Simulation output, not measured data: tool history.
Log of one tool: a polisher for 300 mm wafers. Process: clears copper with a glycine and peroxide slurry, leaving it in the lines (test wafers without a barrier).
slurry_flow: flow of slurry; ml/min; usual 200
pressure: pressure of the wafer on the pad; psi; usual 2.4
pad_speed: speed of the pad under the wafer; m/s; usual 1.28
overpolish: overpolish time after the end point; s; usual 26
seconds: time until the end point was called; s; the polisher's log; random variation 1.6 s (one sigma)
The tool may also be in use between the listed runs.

run	hour	slurry_flow	pressure	pad_speed	overpolish	incoming thickness of the incoming film, nm	seconds
1	0	170	2.4	1.28	26	616	114.7
2	12.9	170	2.4	1.28	26	604.6	115.6
3	29	170	2.4	1.28	26	616.1	114.5
4	35.4	200	2.4	1.28	26	615.7	111.4
5	49.5	200	2.4	1.28	26	607.6	115.1
6	60.7	200	2.4	1.28	26	604.5	114.1
7	68.2	180	2.4	1.28	26	612.8	117.2
8	83.4	180	2.4	1.28	26	610.6	118.3
# hour 86.7: head pressure recalibrated
9	93	240	2.4	1.28	26	609.7	114.2
10	103.3	240	2.4	1.28	26	614.9	114.4
# hour 107.9: slurry nozzle cleaned
11	109.5	240	2.4	1.28	26	613.2	116.2
12	124	200	2.4	1.28	26	606	118.3
# hour 136.2: worn pad replaced by a new one, of another model than before
13	165.5	200	2.4	1.28	26	602.1	106.3
14	174.4	200	2.4	1.28	26	616	112.4
15	208.1	200	2.4	1.08	26	616.8	122.9
16	219.7	160	2.9	1.28	26	607.4	96.5
17	230.4	200	2.4	1.28	26	608.3	111.8
18	241.3	200	2.6	1.7	26	619.9	91.4
19	252.4	175	2.4	1.28	26	606.3	116.8
20	262.4	145	1.9	1.28	26	621	150.4
21	279.6	200	2.4	1.64	26	611.1	101.1
22	288.2	200	2.4	1.28	26	617.2	116.2
23	302.4	135	2.4	0.86	39	610.1	148.1
24	308.5	200	2.4	1.28	26	614.5	120.3
25	322.5	135	2.4	0.98	11	614.4	145.4
26	333.8	200	2.4	1.28	26	611.8	121.3
27	350.4	200	1.7	1.28	26	605.6	160.5
28	362.8	200	2.4	0.88	32	606.7	146.6
# hour 367.6: worn pad replaced by a new one
29	376.1	160	2.7	1.28	26	616.4	101.3
30	391.3	200	2.4	1.04	26	600.1	122.7
31	401.2	145	1.7	1.28	26	609.5	154.3
32	414.4	235	2.7	1.28	20	603.1	97.4
33	420.5	200	3.1	1.28	26	596.7	86.9
34	433.1	200	2.4	1.28	26	612.5	113
35	441.9	265	3.1	1.42	34	604.5	81.3
36	452.3	260	2.4	1.28	26	610.1	113.6

Forecast each of these 3 alternatives for the next run:
A	452.8	200	2.4	1.28	42	616.2	?
B	452.8	255	3.1	0.88	20	616.2	?
C	452.8	200	2.4	1.1	26	616.2	?

run	seconds
A	118
B	114.1
C	128.6
Without the tool's hidden state the same runs would have given:
run	seconds
A	110.4
B	106.7
C	120.4
